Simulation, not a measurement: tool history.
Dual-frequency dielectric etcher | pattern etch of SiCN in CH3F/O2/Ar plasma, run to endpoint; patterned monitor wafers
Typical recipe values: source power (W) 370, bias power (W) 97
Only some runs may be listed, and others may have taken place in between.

run	hour	source power (W)	bias power (W)	incoming incoming film thickness, nm	endpoint time (s)
1	0	370	97	7.57	17.2
2	29.7	370	97	7.52	17.1
3	64.1	370	97	7.7	17.6
4	91	440	97	7.59	15.6
5	104	440	97	7.66	15.8
6	119.7	440	97	7.58	15.7
7	151.2	370	97	7.59	17.2
8	174.8	370	97	7.61	17.2
9	189.4	370	97	7.66	17.6
10	209.6	370	97	7.63	17.4
# hour 227.3: bias power generator calibrated
11	227.8	370	97	7.57	17.3
12	239.5	310	73	7.66	21.1
13	266.2	370	97	7.63	17.3
# hour 352.7: source power generator calibrated
# hour 377.3: wet clean of the chamber
14	377.8	410	97	7.56	16.2
15	385.2	370	97	7.53	17.1
16	400.5	430	108	7.66	15.6
# hour 427.5: upper electrode replaced
17	428	440	110	7.63	15.2
18	428.3	370	97	7.58	17.1
19	440.3	400	97	7.57	16.3
20	462.8	440	105	7.59	15.2
21	485.3	410	119	7.56	15.1
22	583	370	97	7.55	17

5 options for the next run, each taken on its own from the tool as it stands now. Forecast them:
A	583.4	370	97	7.54	?
B	583.4	340	110	7.54	?
C	583.4	340	79	7.54	?
D	583.4	340	86	7.54	?
E	583.4	460	78	7.54	?

run	endpoint time (s)
A	17.3
B	17.5
C	19.3
D	18.8
E	16.2
Without the tool's hidden state the same runs would have given:
run	endpoint time (s)
A	17.3
B	17.5
C	19.3
D	18.8
E	16.2
